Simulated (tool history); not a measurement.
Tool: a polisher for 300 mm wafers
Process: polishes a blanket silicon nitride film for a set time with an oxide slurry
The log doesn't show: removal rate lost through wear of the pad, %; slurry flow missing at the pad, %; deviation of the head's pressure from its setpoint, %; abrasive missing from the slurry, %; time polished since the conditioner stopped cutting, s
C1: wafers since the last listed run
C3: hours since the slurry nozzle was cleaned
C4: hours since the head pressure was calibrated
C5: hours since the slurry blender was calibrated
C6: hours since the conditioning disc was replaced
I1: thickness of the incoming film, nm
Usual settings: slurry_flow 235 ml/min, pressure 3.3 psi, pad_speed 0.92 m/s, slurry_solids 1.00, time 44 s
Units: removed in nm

{"run": 1, "hour": 0.0, "slurry_flow": 235, "pressure": 3.7, "pad_speed": 0.92, "slurry_solids": 1.0, "time": 55, "C1": 0, "wafers polished on this pad": 406, "C3": 364.5, "C4": 310.5, "C5": 315.2, "C6": 103.7, "I1": 289.2, "removed": 41.8}
{"run": 2, "hour": 15.3, "slurry_flow": 235, "pressure": 3.7, "pad_speed": 0.92, "slurry_solids": 1.0, "time": 55, "C1": 211, "wafers polished on this pad": 618, "C3": 379.8, "C4": 325.8, "C5": 330.5, "C6": 119.0, "I1": 286.4, "removed": 41.6}
{"hour": 19.9, "done": "conditioning disc replaced and pad reconditioned"}
{"run": 3, "hour": 23.1, "slurry_flow": 235, "pressure": 3.3, "pad_speed": 0.92, "slurry_solids": 1.0, "time": 44, "C1": 80, "wafers polished on this pad": 698, "C3": 387.6, "C4": 333.6, "C5": 338.3, "C6": 3.2, "I1": 294.4, "removed": 29.0}
{"run": 4, "hour": 30.5, "slurry_flow": 235, "pressure": 3.3, "pad_speed": 0.92, "slurry_solids": 1.0, "time": 44, "C1": 102, "wafers polished on this pad": 801, "C3": 395.0, "C4": 341.0, "C5": 345.7, "C6": 10.6, "I1": 292.2, "removed": 28.7}
{"run": 5, "hour": 47.5, "slurry_flow": 235, "pressure": 3.3, "pad_speed": 0.92, "slurry_solids": 1.0, "time": 44, "C1": 235, "wafers polished on this pad": 1036, "C3": 412.0, "C4": 358.0, "C5": 362.7, "C6": 27.6, "I1": 290.8, "removed": 29.9}
{"run": 6, "hour": 60.0, "slurry_flow": 235, "pressure": 3.3, "pad_speed": 0.92, "slurry_solids": 1.0, "time": 44, "C1": 173, "wafers polished on this pad": 1209, "C3": 424.5, "C4": 370.5, "C5": 375.2, "C6": 40.1, "I1": 291.9, "removed": 29.9}
{"hour": 65.0, "done": "worn pad replaced by a new one"}
{"run": 7, "hour": 69.5, "slurry_flow": 235, "pressure": 3.3, "pad_speed": 0.92, "slurry_solids": 1.0, "time": 44, "C1": 76, "wafers polished on this pad": 61, "C3": 434.0, "C4": 380.0, "C5": 384.7, "C6": 49.6, "I1": 293.5, "removed": 29.7}
{"run": 8, "hour": 78.2, "slurry_flow": 235, "pressure": 3.3, "pad_speed": 0.92, "slurry_solids": 1.0, "time": 44, "C1": 120, "wafers polished on this pad": 182, "C3": 442.7, "C4": 388.7, "C5": 393.4, "C6": 58.3, "I1": 286.0, "removed": 30.0}
{"run": 9, "hour": 84.8, "slurry_flow": 235, "pressure": 2.9, "pad_speed": 0.78, "slurry_solids": 1.0, "time": 44, "C1": 91, "wafers polished on this pad": 273, "C3": 449.3, "C4": 395.3, "C5": 400.0, "C6": 64.9, "I1": 284.1, "removed": 24.2}
{"run": 10, "hour": 98.0, "slurry_flow": 255, "pressure": 3.3, "pad_speed": 0.92, "slurry_solids": 1.0, "time": 44, "C1": 182, "wafers polished on this pad": 456, "C3": 462.5, "C4": 408.5, "C5": 413.2, "C6": 78.1, "I1": 289.0, "removed": 29.6}
{"hour": 105.2, "done": "head pressure recalibrated"}
{"run": 11, "hour": 105.5, "slurry_flow": 255, "pressure": 3.3, "pad_speed": 0.92, "slurry_solids": 1.0, "time": 44, "C1": 76, "wafers polished on this pad": 532, "C3": 470.0, "C4": 0.3, "C5": 420.7, "C6": 85.6, "I1": 288.3, "removed": 26.5}
{"run": 12, "hour": 122.9, "slurry_flow": 200, "pressure": 3.3, "pad_speed": 0.8, "slurry_solids": 0.8, "time": 44, "C1": 240, "wafers polished on this pad": 773, "C3": 487.4, "C4": 17.7, "C5": 438.1, "C6": 103.0, "I1": 292.0, "removed": 20.2}
{"hour": 129.9, "done": "conditioning disc replaced and pad reconditioned"}
{"hour": 135.8, "done": "slurry nozzle cleaned"}
{"run": 13, "hour": 136.8, "slurry_flow": 235, "pressure": 3.3, "pad_speed": 1.24, "slurry_solids": 1.0, "time": 58, "C1": 150, "wafers polished on this pad": 924, "C3": 1.0, "C4": 31.6, "C5": 452.0, "C6": 6.9, "I1": 288.6, "removed": 41.6}
{"run": 14, "hour": 143.5, "slurry_flow": 235, "pressure": 3.3, "pad_speed": 0.66, "slurry_solids": 1.0, "time": 44, "C1": 92, "wafers polished on this pad": 1016, "C3": 7.7, "C4": 38.3, "C5": 458.7, "C6": 13.6, "I1": 289.6, "removed": 22.5}
{"hour": 161.8, "done": "worn pad replaced by a new one"}
{"hour": 164.2, "done": "slurry blender recalibrated"}
{"run": 15, "hour": 164.7, "slurry_flow": 235, "pressure": 2.6, "pad_speed": 0.92, "slurry_solids": 1.0, "time": 31, "C1": 210, "wafers polished on this pad": 12, "C3": 28.9, "C4": 59.5, "C5": 0.5, "C6": 34.8, "I1": 286.7, "removed": 14.7}
{"run": 16, "hour": 172.4, "slurry_flow": 235, "pressure": 3.3, "pad_speed": 0.92, "slurry_solids": 1.0, "time": 44, "C1": 106, "wafers polished on this pad": 119, "C3": 36.6, "C4": 67.2, "C5": 8.2, "C6": 42.5, "I1": 291.1, "removed": 26.8}
{"run": 17, "hour": 190.0, "slurry_flow": 235, "pressure": 3.3, "pad_speed": 0.92, "slurry_solids": 1.0, "time": 38, "C1": 243, "wafers polished on this pad": 362, "C3": 54.2, "C4": 84.8, "C5": 25.8, "C6": 60.1, "I1": 291.1, "removed": 23.8}
{"run": 18, "hour": 196.5, "slurry_flow": 235, "pressure": 3.3, "pad_speed": 0.92, "slurry_solids": 1.0, "time": 58, "C1": 89, "wafers polished on this pad": 452, "C3": 60.7, "C4": 91.3, "C5": 32.3, "C6": 66.6, "I1": 291.8, "removed": 36.1}
{"run": 19, "hour": 203.7, "slurry_flow": 235, "pressure": 3.3, "pad_speed": 0.92, "slurry_solids": 1.0, "time": 44, "C1": 99, "wafers polished on this pad": 552, "C3": 67.9, "C4": 98.5, "C5": 39.5, "C6": 73.8, "I1": 293.5, "removed": 27.1}
{"run": 20, "hour": 214.1, "slurry_flow": 235, "pressure": 3.3, "pad_speed": 0.74, "slurry_solids": 1.0, "time": 44, "C1": 143, "wafers polished on this pad": 696, "C3": 78.3, "C4": 108.9, "C5": 49.9, "C6": 84.2, "I1": 288.1, "removed": 24.4}
{"run": 21, "hour": 225.1, "slurry_flow": 235, "pressure": 3.3, "pad_speed": 0.92, "slurry_solids": 1.0, "time": 44, "C1": 152, "wafers polished on this pad": 848, "C3": 89.3, "C4": 119.9, "C5": 60.9, "C6": 95.2, "I1": 289.0, "removed": 28.0}
{"hour": 239.6, "done": "worn pad replaced by a new one"}
{"hour": 239.7, "done": "conditioning disc replaced and pad reconditioned"}
{"run": 22, "hour": 240.1, "slurry_flow": 185, "pressure": 3.3, "pad_speed": 0.92, "slurry_solids": 1.0, "time": 29, "C1": 150, "wafers polished on this pad": 5, "C3": 104.3, "C4": 134.9, "C5": 75.9, "C6": 0.4, "I1": 287.7, "removed": 17.7}

What the log doesn't show, run by run:
removal rate lost through wear of the pad, %: 0 in every run
slurry flow missing at the pad, %: 0 in every run
abrasive missing from the slurry, %: 0 in every run
time polished since the conditioner stopped cutting, s: 0 in every run
H1: deviation of the head's pressure from its setpoint, %
run=1 H1=11.3
run=2 H1=11.5
run=3 H1=11.6
run=4 H1=11.6
run=5 H1=11.8
run=6 H1=11.9
run=7 H1=11.9
run=8 H1=12
run=9 H1=12
run=10 H1=12.1
run=11 H1=-1.78
run=12 H1=-0.417
run=13 H1=0.567
run=14 H1=1.01
run=15 H1=2.29
run=16 H1=2.71
run=17 H1=3.6
run=18 H1=3.9
run=19 H1=4.22
run=20 H1=4.66
run=21 H1=5.09
run=22 H1=5.63
